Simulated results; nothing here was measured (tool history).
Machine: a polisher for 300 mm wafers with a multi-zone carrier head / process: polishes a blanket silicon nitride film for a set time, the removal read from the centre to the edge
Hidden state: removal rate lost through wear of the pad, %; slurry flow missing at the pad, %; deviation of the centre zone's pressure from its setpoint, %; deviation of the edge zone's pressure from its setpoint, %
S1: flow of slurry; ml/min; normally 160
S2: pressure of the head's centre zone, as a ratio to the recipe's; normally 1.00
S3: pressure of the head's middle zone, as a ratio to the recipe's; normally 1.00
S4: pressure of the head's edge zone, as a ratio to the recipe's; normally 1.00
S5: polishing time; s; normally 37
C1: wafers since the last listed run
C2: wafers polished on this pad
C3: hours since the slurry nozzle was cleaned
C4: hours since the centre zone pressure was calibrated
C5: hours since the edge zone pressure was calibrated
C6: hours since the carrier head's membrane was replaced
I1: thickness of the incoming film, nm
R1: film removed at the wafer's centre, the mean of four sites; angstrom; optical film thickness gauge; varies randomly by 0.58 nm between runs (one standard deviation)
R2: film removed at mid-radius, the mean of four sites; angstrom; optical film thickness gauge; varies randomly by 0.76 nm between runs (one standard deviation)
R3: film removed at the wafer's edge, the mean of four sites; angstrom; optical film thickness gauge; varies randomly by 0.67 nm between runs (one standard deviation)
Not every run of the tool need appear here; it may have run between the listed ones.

run 1 hour=0.0 | S1=160 S2=1.00 S3=1.00 S4=1.00 S5=37 | C1=0 C2=959 C3=514.9 C4=323.2 C5=397.3 C6=818.7 | I1=646.8 | R1=552 R2=585 R3=572
-- hour=7.1 worn pad replaced by a new one
run 2 hour=14.3 | S1=160 S2=1.00 S3=0.93 S4=1.00 S5=37 | C1=110 C2=76 C3=529.2 C4=337.5 C5=411.6 C6=833.0 | I1=649.2 | R1=592 R2=577 R3=626
run 3 hour=21.1 | S1=160 S2=1.00 S3=0.93 S4=1.00 S5=37 | C1=72 C2=149 C3=536.0 C4=344.3 C5=418.4 C6=839.8 | I1=653.0 | R1=594 R2=591 R3=617
run 4 hour=35.7 | S1=160 S2=1.00 S3=1.00 S4=1.00 S5=37 | C1=156 C2=305 C3=550.6 C4=358.9 C5=433.0 C6=854.4 | I1=651.3 | R1=584 R2=602 R3=593
run 5 hour=52.6 | S1=160 S2=1.00 S3=1.00 S4=1.00 S5=37 | C1=180 C2=486 C3=567.5 C4=375.8 C5=449.9 C6=871.3 | I1=645.2 | R1=582 R2=580 R3=601
run 6 hour=68.2 | S1=160 S2=1.00 S3=1.00 S4=1.00 S5=37 | C1=166 C2=652 C3=583.1 C4=391.4 C5=465.5 C6=886.9 | I1=651.2 | R1=562 R2=594 R3=582
-- hour=73.9 centre zone pressure recalibrated
run 7 hour=86.0 | S1=115 S2=1.00 S3=1.00 S4=0.94 S5=37 | C1=168 C2=821 C3=600.9 C4=12.1 C5=483.3 C6=904.7 | I1=643.9 | R1=515 R2=529 R3=531
run 8 hour=98.1 | S1=145 S2=1.00 S3=1.00 S4=1.00 S5=37 | C1=129 C2=951 C3=613.0 C4=24.2 C5=495.4 C6=916.8 | I1=663.3 | R1=538 R2=559 R3=565
run 9 hour=108.1 | S1=160 S2=1.00 S3=1.00 S4=1.00 S5=37 | C1=106 C2=1058 C3=623.0 C4=34.2 C5=505.4 C6=926.8 | I1=636.3 | R1=542 R2=557 R3=569
-- hour=115.4 worn pad replaced by a new one
run 10 hour=123.9 | S1=160 S2=1.00 S3=1.00 S4=1.00 S5=37 | C1=126 C2=90 C3=638.8 C4=50.0 C5=521.2 C6=942.6 | I1=643.9 | R1=596 R2=607 R3=614
run 11 hour=139.6 | S1=160 S2=1.00 S3=1.00 S4=1.00 S5=37 | C1=167 C2=258 C3=654.5 C4=65.7 C5=536.9 C6=958.3 | I1=650.6 | R1=605 R2=599 R3=599
-- hour=150.1 slurry nozzle cleaned
run 12 hour=154.6 | S1=145 S2=1.00 S3=1.00 S4=0.92 S5=37 | C1=149 C2=408 C3=4.5 C4=80.7 C5=551.9 C6=973.3 | I1=653.7 | R1=568 R2=578 R3=575
run 13 hour=169.7 | S1=215 S2=1.00 S3=0.89 S4=1.04 S5=31 | C1=161 C2=569 C3=19.6 C4=95.8 C5=567.0 C6=988.4 | I1=658.6 | R1=504 R2=474 R3=525
run 14 hour=178.2 | S1=160 S2=1.00 S3=1.00 S4=1.09 S5=37 | C1=90 C2=660 C3=28.1 C4=104.3 C5=575.5 C6=996.9 | I1=651.3 | R1=564 R2=580 R3=609
run 15 hour=192.4 | S1=200 S2=0.94 S3=1.00 S4=1.00 S5=37 | C1=151 C2=812 C3=42.3 C4=118.5 C5=589.7 C6=1011.1 | I1=645.9 | R1=555 R2=595 R3=598
-- hour=200.0 carrier head's membrane replaced by a new one
-- hour=213.4 worn pad replaced by a new one
-- hour=216.1 edge zone pressure recalibrated
run 16 hour=244.7 | S1=130 S2=1.09 S3=1.06 S4=1.00 S5=30 | C1=441 C2=313 C3=94.6 C4=170.8 C5=28.6 C6=44.7 | I1=654.0 | R1=497 R2=473 R3=482
run 17 hour=257.4 | S1=130 S2=1.00 S3=1.11 S4=1.08 S5=37 | C1=135 C2=449 C3=107.3 C4=183.5 C5=41.3 C6=57.4 | I1=650.3 | R1=560 R2=605 R3=609
run 18 hour=267.3 | S1=160 S2=0.91 S3=1.00 S4=0.95 S5=50 | C1=105 C2=555 C3=117.2 C4=193.4 C5=51.2 C6=67.3 | I1=642.3 | R1=714 R2=794 R3=789
run 19 hour=301.8 | S1=160 S2=1.00 S3=1.00 S4=0.91 S5=37 | C1=368 C2=924 C3=151.7 C4=227.9 C5=85.7 C6=101.8 | I1=650.9 | R1=557 R2=586 R3=549
run 20 hour=310.4 | S1=160 S2=1.09 S3=1.00 S4=1.00 S5=37 | C1=91 C2=1016 C3=160.3 C4=236.5 C5=94.3 C6=110.4 | I1=644.0 | R1=604 R2=575 R3=574
-- hour=318.1 worn pad replaced by a new one
run 21 hour=326.7 | S1=195 S2=1.07 S3=1.00 S4=1.00 S5=37 | C1=131 C2=91 C3=176.6 C4=252.8 C5=110.6 C6=126.7 | I1=657.9 | R1=662 R2=623 R3=626
run 22 hour=343.2 | S1=175 S2=1.00 S3=1.08 S4=1.00 S5=37 | C1=176 C2=268 C3=193.1 C4=269.3 C5=127.1 C6=143.2 | I1=657.1 | R1=596 R2=650 R3=619

Each row is a separate what-if for the run after 22, all from the same tool condition, not one after another. Results?
run A hour=343.6 | S1=160 S2=1.00 S3=1.00 S4=1.03 S5=37 | C1=4 C2=272 C3=193.5 C4=269.7 C5=127.5 C6=143.6 | I1=640.0 | R1=? R2=? R3=?
run B hour=343.6 | S1=160 S2=1.11 S3=1.00 S4=1.00 S5=37 | C1=4 C2=272 C3=193.5 C4=269.7 C5=127.5 C6=143.6 | I1=640.0 | R1=? R2=? R3=?
run C hour=343.6 | S1=160 S2=1.09 S3=1.03 S4=0.89 S5=28 | C1=4 C2=272 C3=193.5 C4=269.7 C5=127.5 C6=143.6 | I1=640.0 | R1=? R2=? R3=?
run D hour=343.6 | S1=160 S2=1.00 S3=0.90 S4=1.00 S5=31 | C1=4 C2=272 C3=193.5 C4=269.7 C5=127.5 C6=143.6 | I1=640.0 | R1=? R2=? R3=?

run=A R1=592 R2=602 R3=619
run=B R1=658 R2=601 R3=610
run=C R1=489 R2=464 R3=437
run=D R1=496 R2=470 R3=511
The same runs, with their run-to-run variation unchanged, on a tool lacking any hidden condition would have given:
run=A R1=612 R2=622 R3=640
run=B R1=680 R2=622 R3=631
run=C R1=506 R2=480 R3=452
run=D R1=513 R2=487 R3=529

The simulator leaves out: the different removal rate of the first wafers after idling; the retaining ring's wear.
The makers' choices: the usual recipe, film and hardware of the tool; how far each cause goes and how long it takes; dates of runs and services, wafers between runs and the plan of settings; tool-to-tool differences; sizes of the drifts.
